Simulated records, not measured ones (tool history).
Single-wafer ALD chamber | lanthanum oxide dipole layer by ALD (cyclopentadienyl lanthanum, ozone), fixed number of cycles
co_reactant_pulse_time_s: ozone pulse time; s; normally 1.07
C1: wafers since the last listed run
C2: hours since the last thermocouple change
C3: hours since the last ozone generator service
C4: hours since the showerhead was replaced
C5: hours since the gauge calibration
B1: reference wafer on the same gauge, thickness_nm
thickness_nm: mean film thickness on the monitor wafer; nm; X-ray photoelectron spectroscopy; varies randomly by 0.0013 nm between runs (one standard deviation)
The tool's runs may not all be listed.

run 1 day=0 | co_reactant_pulse_time_s=1.38 | C1=0 C2=878.4 C3=613.9 C4=971.8 C5=126.7 | B1=0.503 | thickness_nm=0.507
run 2 day=4.083 | co_reactant_pulse_time_s=1.38 | C1=1575 C2=976.4 C3=711.9 C4=1069.8 C5=224.7 | B1=0.502 | thickness_nm=0.507
run 3 day=7.567 | co_reactant_pulse_time_s=1.24 | C1=1344 C2=1060 C3=795.5 C4=1153.4 C5=308.3 | B1=0.503 | thickness_nm=0.489
run 4 day=11.296 | co_reactant_pulse_time_s=1.24 | C1=1438 C2=1149.5 C3=885 C4=1242.9 C5=397.8 | B1=0.503 | thickness_nm=0.49
run 5 day=14.779 | co_reactant_pulse_time_s=1.34 | C1=1344 C2=1233.1 C3=968.6 C4=1326.5 C5=481.4 | B1=0.503 | thickness_nm=0.502
run 6 day=18.646 | co_reactant_pulse_time_s=1.34 | C1=1491 C2=1325.9 C3=1061.4 C4=1419.3 C5=574.2 | B1=0.504 | thickness_nm=0.5
run 7 day=23.138 | co_reactant_pulse_time_s=1.34 | C1=1733 C2=1433.7 C3=1169.2 C4=1527.1 C5=682 | B1=0.503 | thickness_nm=0.5
run 8 day=27.129 | co_reactant_pulse_time_s=1.16 | C1=1540 C2=1529.5 C3=1265 C4=1622.9 C5=777.8 | B1=0.503 | thickness_nm=0.479
-- day=29.538 thermocouple changed; heater temperature recalibrated
run 9 day=29.792 | co_reactant_pulse_time_s=1.16 | C1=898 C2=6.1 C3=1328.9 C4=1686.8 C5=841.7 | B1=0.503 | thickness_nm=0.481
-- day=32.6 ozone generator serviced
run 10 day=33.317 | co_reactant_pulse_time_s=1.16 | C1=1231 C2=90.7 C3=17.2 C4=1771.4 C5=926.3 | B1=0.504 | thickness_nm=0.487
run 11 day=37.238 | co_reactant_pulse_time_s=0.95 | C1=1512 C2=184.8 C3=111.3 C4=1865.5 C5=1020.4 | B1=0.502 | thickness_nm=0.444
run 12 day=40.804 | co_reactant_pulse_time_s=0.95 | C1=1376 C2=270.4 C3=196.9 C4=1951.1 C5=1106 | B1=0.503 | thickness_nm=0.446
run 13 day=42.4 | co_reactant_pulse_time_s=0.71 | C1=615 C2=308.7 C3=235.2 C4=1989.4 C5=1144.3 | B1=0.503 | thickness_nm=0.366
run 14 day=44.962 | co_reactant_pulse_time_s=1.32 | C1=988 C2=370.2 C3=296.7 C4=2050.9 C5=1205.8 | B1=0.502 | thickness_nm=0.5
run 15 day=49.321 | co_reactant_pulse_time_s=1.07 | C1=1681 C2=474.8 C3=401.3 C4=2155.5 C5=1310.4 | B1=0.502 | thickness_nm=0.466
run 16 day=52.546 | co_reactant_pulse_time_s=1.07 | C1=1244 C2=552.2 C3=478.7 C4=2232.9 C5=1387.8 | B1=0.503 | thickness_nm=0.47
run 17 day=54.25 | co_reactant_pulse_time_s=1.47 | C1=657 C2=593.1 C3=519.6 C4=2273.8 C5=1428.7 | B1=0.503 | thickness_nm=0.51
run 18 day=55.779 | co_reactant_pulse_time_s=1.45 | C1=590 C2=629.8 C3=556.3 C4=2310.5 C5=1465.4 | B1=0.503 | thickness_nm=0.511
run 19 day=58.396 | co_reactant_pulse_time_s=0.93 | C1=1009 C2=692.6 C3=619.1 C4=2373.3 C5=1528.2 | B1=0.503 | thickness_nm=0.439
run 20 day=60.4 | co_reactant_pulse_time_s=1.26 | C1=773 C2=740.7 C3=667.2 C4=2421.4 C5=1576.3 | B1=0.503 | thickness_nm=0.494
run 21 day=63.633 | co_reactant_pulse_time_s=1.39 | C1=1247 C2=818.3 C3=744.8 C4=2499 C5=1653.9 | B1=0.503 | thickness_nm=0.506
run 22 day=67.25 | co_reactant_pulse_time_s=0.73 | C1=1395 C2=905.1 C3=831.6 C4=2585.8 C5=1740.7 | B1=0.503 | thickness_nm=0.37
run 23 day=69.408 | co_reactant_pulse_time_s=1.07 | C1=832 C2=956.9 C3=883.4 C4=2637.6 C5=1792.5 | B1=0.503 | thickness_nm=0.469
run 24 day=72.212 | co_reactant_pulse_time_s=0.74 | C1=1081 C2=1024.2 C3=950.7 C4=2704.9 C5=1859.8 | B1=0.503 | thickness_nm=0.374
-- day=73.304 showerhead replaced
run 25 day=75.633 | co_reactant_pulse_time_s=1.07 | C1=1191 C2=1106.3 C3=1032.8 C4=55.9 C5=1941.9 | B1=0.503 | thickness_nm=0.466
-- day=76.8 gauge calibrated
run 26 day=77.712 | co_reactant_pulse_time_s=0.65 | C1=802 C2=1156.2 C3=1082.7 C4=105.8 C5=21.9 | B1=0.503 | thickness_nm=0.331
run 27 day=79.558 | co_reactant_pulse_time_s=1.49 | C1=712 C2=1200.5 C3=1127 C4=150.1 C5=66.2 | B1=0.502 | thickness_nm=0.513
run 28 day=84.029 | co_reactant_pulse_time_s=1.25 | C1=1725 C2=1307.8 C3=1234.3 C4=257.4 C5=173.5 | B1=0.503 | thickness_nm=0.492
run 29 day=88.375 | co_reactant_pulse_time_s=1.07 | C1=1676 C2=1412.1 C3=1338.6 C4=361.7 C5=277.8 | B1=0.503 | thickness_nm=0.466
-- day=89.525 ozone generator serviced
run 30 day=91.221 | co_reactant_pulse_time_s=1.41 | C1=969 C2=1480.4 C3=40.7 C4=430 C5=346.1 | B1=0.503 | thickness_nm=0.511
run 31 day=95.2 | co_reactant_pulse_time_s=1.07 | C1=1535 C2=1575.9 C3=136.2 C4=525.5 C5=441.6 | B1=0.503 | thickness_nm=0.47
-- day=98.025 thermocouple changed; heater temperature recalibrated
run 32 day=99.621 | co_reactant_pulse_time_s=1.07 | C1=1577 C2=38.3 C3=242.3 C4=631.6 C5=547.7 | B1=0.502 | thickness_nm=0.469
run 33 day=103.35 | co_reactant_pulse_time_s=0.78 | C1=1438 C2=127.8 C3=331.8 C4=721.1 C5=637.2 | B1=0.503 | thickness_nm=0.392

Each row is a separate what-if for the run after 33, all from the same tool condition, not one after another. Results?
run A day=103.367 | co_reactant_pulse_time_s=1.07 | C1=6 C2=128.2 C3=332.2 C4=721.5 C5=637.6 | B1=? | thickness_nm=?
run B day=103.367 | co_reactant_pulse_time_s=0.86 | C1=6 C2=128.2 C3=332.2 C4=721.5 C5=637.6 | B1=? | thickness_nm=?
run C day=103.367 | co_reactant_pulse_time_s=0.9 | C1=6 C2=128.2 C3=332.2 C4=721.5 C5=637.6 | B1=? | thickness_nm=?
run D day=103.367 | co_reactant_pulse_time_s=1.42 | C1=6 C2=128.2 C3=332.2 C4=721.5 C5=637.6 | B1=? | thickness_nm=?
run E day=103.367 | co_reactant_pulse_time_s=0.83 | C1=6 C2=128.2 C3=332.2 C4=721.5 C5=637.6 | B1=? | thickness_nm=?

run=A B1=0.504 thickness_nm=0.472
run=B B1=0.504 thickness_nm=0.423
run=C B1=0.504 thickness_nm=0.435
run=D B1=0.504 thickness_nm=0.513
run=E B1=0.504 thickness_nm=0.413
With the hidden condition removed and each run's random variation left untouched, the same runs would have given:
run=A thickness_nm=0.476
run=B thickness_nm=0.428
run=C thickness_nm=0.439
run=D thickness_nm=0.515
run=E thickness_nm=0.418

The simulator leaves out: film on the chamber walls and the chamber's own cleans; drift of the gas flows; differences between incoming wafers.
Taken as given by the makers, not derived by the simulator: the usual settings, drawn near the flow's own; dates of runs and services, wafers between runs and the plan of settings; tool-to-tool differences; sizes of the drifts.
